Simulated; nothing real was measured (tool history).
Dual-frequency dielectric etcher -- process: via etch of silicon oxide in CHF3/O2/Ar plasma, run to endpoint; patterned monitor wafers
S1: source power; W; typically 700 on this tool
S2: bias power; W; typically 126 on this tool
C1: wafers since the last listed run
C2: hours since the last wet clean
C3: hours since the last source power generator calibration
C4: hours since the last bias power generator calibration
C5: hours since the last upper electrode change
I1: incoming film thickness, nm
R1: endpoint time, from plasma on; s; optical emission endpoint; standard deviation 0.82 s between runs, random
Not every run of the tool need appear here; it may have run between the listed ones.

| run | hour | S1 | S2 | C1 | C2 | C3 | C4 | C5 | I1 | R1 |
|---|---|---|---|---|---|---|---|---|---|---|
| 1 | 0.0 | 700 | 126 | 0 | 449.5 | 1728.6 | 3956.4 | 3850.2 | 430.8 | 227.9 |
| 2 | 15.8 | 740 | 141 | 92 | 465.3 | 1744.4 | 3972.2 | 3866.0 | 434.3 | 213.6 |
| 3 | 32.5 | 740 | 141 | 97 | 482.0 | 1761.1 | 3988.9 | 3882.7 | 428.7 | 211.2 |
| 4 | 39.4 | 740 | 141 | 40 | 488.9 | 1768.0 | 3995.8 | 3889.6 | 431.8 | 212.0 |
|  | 54.7 | source power generator calibrated |
| 5 | 55.2 | 700 | 126 | 69 | 504.7 | 0.5 | 4011.6 | 3905.4 | 431.3 | 228.5 |
| 6 | 71.6 | 700 | 126 | 96 | 521.1 | 16.9 | 4028.0 | 3921.8 | 432.1 | 229.1 |
|  | 110.4 | wet clean of the chamber |
|  | 126.8 | upper electrode replaced, of another model than before |
|  | 127.9 | bias power generator calibrated |
| 7 | 128.4 | 700 | 126 | 89 | 18.0 | 73.7 | 0.5 | 1.6 | 428.6 | 237.3 |
| 8 | 128.9 | 850 | 103 | 2 | 18.5 | 74.2 | 1.0 | 2.1 | 431.7 | 237.1 |
| 9 | 129.3 | 820 | 148 | 2 | 18.9 | 74.6 | 1.4 | 2.5 | 427.2 | 190.0 |
| 10 | 129.7 | 700 | 126 | 2 | 19.3 | 75.0 | 1.8 | 2.9 | 431.0 | 239.8 |
| 11 | 134.2 | 700 | 108 | 26 | 23.8 | 79.5 | 6.3 | 7.4 | 433.5 | 267.8 |
| 12 | 141.4 | 830 | 104 | 42 | 31.0 | 86.7 | 13.5 | 14.6 | 429.7 | 238.3 |
| 13 | 148.9 | 700 | 126 | 43 | 38.5 | 94.2 | 21.0 | 22.1 | 429.6 | 238.3 |
| 14 | 167.0 | 600 | 126 | 106 | 56.6 | 112.3 | 39.1 | 40.2 | 431.1 | 277.2 |
| 15 | 181.9 | 700 | 115 | 87 | 71.5 | 127.2 | 54.0 | 55.1 | 434.8 | 254.4 |

Below are 4 alternative next runs, each starting from the tool's condition after run 15. Predict each:
| A | 182.4 | 610 | 126 | 2 | 72.0 | 127.7 | 54.5 | 55.6 | 431.6 | ? |
| B | 182.4 | 530 | 151 | 2 | 72.0 | 127.7 | 54.5 | 55.6 | 431.6 | ? |
| C | 182.4 | 750 | 109 | 2 | 72.0 | 127.7 | 54.5 | 55.6 | 431.6 | ? |
| D | 182.4 | 580 | 111 | 2 | 72.0 | 127.7 | 54.5 | 55.6 | 431.6 | ? |

| run | R1 |
|---|---|
| A | 272.1 |
| B | 285.1 |
| C | 249.4 |
| D | 315.3 |
Without the tool's unlogged condition, the same runs would have read:
| run | R1 |
|---|---|
| A | 272.6 |
| B | 285.6 |
| C | 249.8 |
| D | 315.9 |
